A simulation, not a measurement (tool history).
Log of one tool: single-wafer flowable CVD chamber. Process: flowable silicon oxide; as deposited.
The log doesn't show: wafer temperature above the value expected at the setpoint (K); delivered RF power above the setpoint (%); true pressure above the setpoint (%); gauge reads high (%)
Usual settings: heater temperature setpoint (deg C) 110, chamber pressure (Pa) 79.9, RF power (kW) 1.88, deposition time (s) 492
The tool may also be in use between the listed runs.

run   hour  heater temperature setpoint (deg C)  chamber pressure (Pa)  RF power (kW)  deposition time (s)  wafers since the last listed run  hours since the last thermocouple change  hours since the last RF generator calibration  hours since the last manometer calibration  hours since the showerhead was replaced  hours since the gauge calibration  read-back reference wafer on the same gauge, thickness_nm  mean film thickness on the monitor wafer (angstrom)
  1      0                                  110                   79.9            1.6                  492                                 0                                     857.3                                          856.7                                      1316.4                                   3464.1                               41.6                                                    128.936                                              1555.71
  2   47.6                                  110                   79.9            1.6                  492                               164                                     904.9                                          904.3                                        1364                                   3511.7                               89.2                                                     128.98                                               1563.1
  3  155.7                                  110                   79.9           1.88                  492                               374                                      1013                                         1012.4                                      1472.1                                   3619.8                              197.3                                                    128.888                                              1669.67
  4  193.3                                  110                   79.9           1.88                  492                               130                                    1050.6                                           1050                                      1509.7                                   3657.4                              234.9                                                     128.93                                               1678.1
  5  235.7                                  110                   79.9           1.88                  492                               146                                      1093                                         1092.4                                      1552.1                                   3699.8                              277.3                                                    128.938                                              1688.39
  6  309.8                                  110                   79.9          1.595                  492                               256                                    1167.1                                         1166.5                                      1626.2                                   3773.9                              351.4                                                    129.229                                              1598.19
     378.6  -- thermocouple changed; heater temperature recalibrated
     404.2  -- capacitance manometer re-zeroed and calibrated
  7  408.6                                  110                   79.9          1.595                  492                               286                                        30                                         1265.3                                         4.4                                   3872.7                              450.2                                                     128.85                                              1383.35
  8  468.9                                  119                   96.4           1.78                  461                               208                                      90.3                                         1325.6                                        64.7                                     3933                              510.5                                                    128.903                                              1269.09
     480.1  -- showerhead replaced
  9  528.7                                  114                   79.9            1.6                  492                               179                                     150.1                                         1385.4                                       124.5                                     48.6                              570.3                                                        129                                               1240.5
 10  562.4                                  110                   79.9           1.88                  492                               116                                     183.8                                         1419.1                                       158.2                                     82.3                                604                                                    129.123                                              1494.01
     572.8  -- RF generator calibrated
 11  598.2                                  110                   93.3           1.88                  442                                96                                     219.6                                           25.4                                         194                                    118.1                              639.8                                                    129.191                                              1596.49
     613.2  -- gauge calibrated
 12    652                                  100                   92.7           2.12                  492                               186                                     273.4                                           79.2                                       247.8                                    171.9                               38.8                                                     129.13                                              2498.58
 13  677.1                                  100                   64.4           1.88                  492                                86                                     298.5                                          104.3                                       272.9                                      197                               63.9                                                    129.313                                              1701.57
 14  726.1                                  110                   79.9          1.785                  492                               169                                     347.5                                          153.3                                       321.9                                      246                              112.9                                                    129.085                                              1507.49
 15  789.9                                  110                   79.9           1.88                  492                               221                                     411.3                                          217.1                                       385.7                                    309.8                              176.7                                                    128.842                                              1537.64

3 ways to go on from here, each from the tool as it stands after run 15. What would each give?
  A  790.4                                  110                   79.9           1.52                  492                                 1                                     411.8                                          217.6                                       386.2                                    310.3                              177.2                                                          ?                                                    ?
  B  790.4                                  110                   79.9           1.58                  492                                 1                                     411.8                                          217.6                                       386.2                                    310.3                              177.2                                                          ?                                                    ?
  C  790.4                                  114                   79.9           1.88                  492                                 1                                     411.8                                          217.6                                       386.2                                    310.3                              177.2                                                          ?                                                    ?

run  read-back reference wafer on the same gauge, thickness_nm  mean film thickness on the monitor wafer (angstrom)
  A                                                    129.134                                              1408.23
  B                                                    129.134                                              1437.52
  C                                                    129.134                                              1367.25
Without the tool's hidden state the same runs would have given:
run  mean film thickness on the monitor wafer (angstrom)
  A                                              1326.16
  B                                              1353.74
  C                                              1290.44
